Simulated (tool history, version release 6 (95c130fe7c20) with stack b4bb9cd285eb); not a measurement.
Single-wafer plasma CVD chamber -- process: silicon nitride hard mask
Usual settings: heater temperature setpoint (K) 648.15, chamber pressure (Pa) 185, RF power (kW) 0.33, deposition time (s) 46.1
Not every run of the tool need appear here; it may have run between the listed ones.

run	hour	heater temperature setpoint (K)	chamber pressure (Pa)	RF power (kW)	deposition time (s)	read-back reference wafer on the same gauge, thickness_nm	mean film thickness on the monitor wafer (Å)
1	0	657.15	185	0.33	46.1	48.251	560.57
2	17.7	657.15	185	0.33	46.1	48.311	561.03
3	28.7	657.15	185	0.33	46.1	48.23	560.98
4	39.2	648.15	185	0.33	46.1	48.302	562.43
5	50.5	648.15	185	0.33	46.1	48.318	565.36
6	56.8	648.15	185	0.33	46.1	48.375	567.4
7	68.7	648.15	185	0.33	46.1	48.3	564.16
8	74.7	648.15	185	0.33	46.1	48.206	564.86
# hour 84.7: thermocouple changed; heater temperature recalibrated
9	86.8	648.15	209	0.33	51.1	48.294	654.76
10	100.1	648.15	223	0.33	43	48.356	559.61
11	109.5	652.15	209	0.33	46.1	48.358	585.88
12	124.3	648.15	140	0.33	43.3	48.256	473.91
# hour 132.4: showerhead replaced
13	138.4	648.15	185	0.33	46.1	48.337	565.89
# hour 146.4: RF generator calibrated
14	148.1	648.15	185	0.33	50.2	48.353	615.77
15	154.6	654.15	205	0.28	51.4	48.308	581.11
16	163.7	661.15	145	0.33	46.1	48.293	508.67
17	174.1	652.15	185	0.33	46.1	48.286	564.58
18	182.6	652.15	185	0.33	46.1	48.283	562.8
19	198.2	643.15	171	0.33	46.1	48.274	548.04
# hour 198.4: gauge calibrated
# hour 207.3: capacitance manometer re-zeroed and calibrated
20	211.1	648.15	185	0.33	46.1	48.277	561.56
21	222.9	661.15	157	0.33	37.6	48.272	429.37
22	233.6	648.15	173	0.33	41.4	48.349	494.55
23	286.1	633.15	149	0.38	42	48.255	520.08
24	295.9	648.15	199	0.305	46.1	48.343	547.5
25	309.2	648.15	185	0.33	40.9	48.282	500.52
26	328.9	656.15	185	0.375	46.1	48.272	607.65
27	336.1	648.15	208	0.33	46.1	48.315	585.49
28	342.8	661.15	185	0.33	43.6	48.241	528.57
29	356.6	648.15	185	0.33	46.1	48.279	566.84

Predict each of these 4 candidate next runs independently; none follows another, all start after run 29:
A	357	648.15	185	0.33	39.9	?	?
B	357	653.15	185	0.33	50.9	?	?
C	357	648.15	185	0.33	41.1	?	?
D	357	637.15	141	0.365	46.1	?	?

run	read-back reference wafer on the same gauge, thickness_nm	mean film thickness on the monitor wafer (Å)
A	48.254	486.97
B	48.254	619.48
C	48.254	501.58
D	48.254	541.83
Had the tool no hidden state, the same runs would have come out as:
run	mean film thickness on the monitor wafer (Å)
A	486.97
B	619.48
C	501.58
D	541.83

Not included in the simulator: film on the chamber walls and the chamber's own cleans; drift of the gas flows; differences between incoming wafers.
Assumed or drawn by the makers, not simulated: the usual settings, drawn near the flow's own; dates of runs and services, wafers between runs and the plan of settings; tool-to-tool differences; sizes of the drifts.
